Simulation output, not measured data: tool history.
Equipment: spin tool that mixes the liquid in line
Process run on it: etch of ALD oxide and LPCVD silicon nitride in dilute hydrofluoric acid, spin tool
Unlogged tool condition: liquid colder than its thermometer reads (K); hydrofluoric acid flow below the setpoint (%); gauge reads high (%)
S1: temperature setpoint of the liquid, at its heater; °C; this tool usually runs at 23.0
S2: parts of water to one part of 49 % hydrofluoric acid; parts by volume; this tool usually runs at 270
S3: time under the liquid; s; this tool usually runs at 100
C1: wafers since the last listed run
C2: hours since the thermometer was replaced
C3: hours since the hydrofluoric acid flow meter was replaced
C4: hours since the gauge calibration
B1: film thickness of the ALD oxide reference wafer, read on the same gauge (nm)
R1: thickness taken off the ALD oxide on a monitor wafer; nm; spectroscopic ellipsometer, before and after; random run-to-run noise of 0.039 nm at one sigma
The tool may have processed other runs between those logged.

run	hour	S1	S2	S3	C1	C2	C3	C4	B1	R1
1	0.0	23.0	360	60	0	44.6	1380.6	652.7	50.02	2.83
2	78.0	23.0	270	100	736	122.6	1458.6	730.7	50.00	6.83
3	154.4	23.0	270	60	721	199.0	1535.0	807.1	49.98	4.13
4	191.1	26.5	175	100	346	235.7	1571.7	843.8	49.97	13.13
5	264.4	26.5	175	100	692	309.0	1645.0	917.1	50.00	13.11
6	330.2	26.5	175	100	621	374.8	1710.8	982.9	50.01	13.07
7	398.9	23.0	270	100	648	443.5	1779.5	1051.6	49.98	6.75
8	495.1	23.0	270	100	908	539.7	1875.7	1147.8	49.99	6.71
# hour 542.0: gauge calibrated
9	602.4	23.0	270	100	1013	647.0	1983.0	60.4	50.00	6.68
10	655.1	21.0	270	85	497	699.7	2035.7	113.1	50.00	5.30
# hour 659.4: hydrofluoric acid flow meter replaced
11	699.1	21.0	270	85	406	743.7	39.7	157.1	49.98	5.25
12	756.1	23.0	270	100	538	800.7	96.7	214.1	50.02	6.63
# hour 834.2: thermometer replaced
13	863.1	23.0	270	100	1000	28.9	203.7	321.1	50.01	6.44
14	946.4	23.0	145	75	786	112.2	287.0	404.4	50.01	10.21
15	1038.2	21.0	270	115	866	204.0	378.8	496.2	50.00	6.83
# hour 1052.2: thermometer replaced, repeated, since the last time left the tool worse
16	1082.0	23.0	270	100	404	29.8	422.6	540.0	49.99	6.86
17	1163.1	23.0	270	135	765	110.9	503.7	621.1	49.98	9.19
18	1209.1	23.0	150	130	434	156.9	549.7	667.1	50.01	18.20
19	1256.2	21.0	380	120	444	204.0	596.8	714.2	49.99	4.88
20	1323.1	27.5	270	100	631	270.9	663.7	781.1	50.00	7.96
21	1368.9	21.0	270	100	432	316.7	709.5	826.9	50.00	6.29
22	1460.3	25.5	165	160	863	408.1	800.9	918.3	50.00	21.64
23	1525.9	23.0	270	100	619	473.7	866.5	983.9	50.01	6.76
24	1563.7	27.5	335	150	356	511.5	904.3	1021.7	49.98	8.96
25	1624.5	25.0	205	40	574	572.3	965.1	1082.5	50.01	4.08

Selected run-to-run steps in R1, each split into two signed amounts: the part the tool would show with no hidden state at all (from settings, incoming material and random variation), and the remainder, which goes to the hidden state together with any gauge scatter not common to the measured and the hidden-state-free results:
Run 13 -> 14: S2 270 -> 145, S3 100 -> 75. R1 +3.77 nm: hidden state -0.33, all else +4.10.
Run 15 -> 16: S1 21.0 -> 23.0, S3 115 -> 100, thermometer replaced, repeated, since the last time left the tool worse. R1 +0.03 nm: hidden state +0.48, all else -0.45.
Run 21 -> 22: S1 21.0 -> 25.5, S2 270 -> 165, S3 100 -> 160. R1 +15.35 nm: hidden state -0.31, all else +15.66.
Run 22 -> 23: S1 25.5 -> 23.0, S2 165 -> 270, S3 160 -> 100. R1 -14.88 nm: hidden state +0.26, all else -15.14.
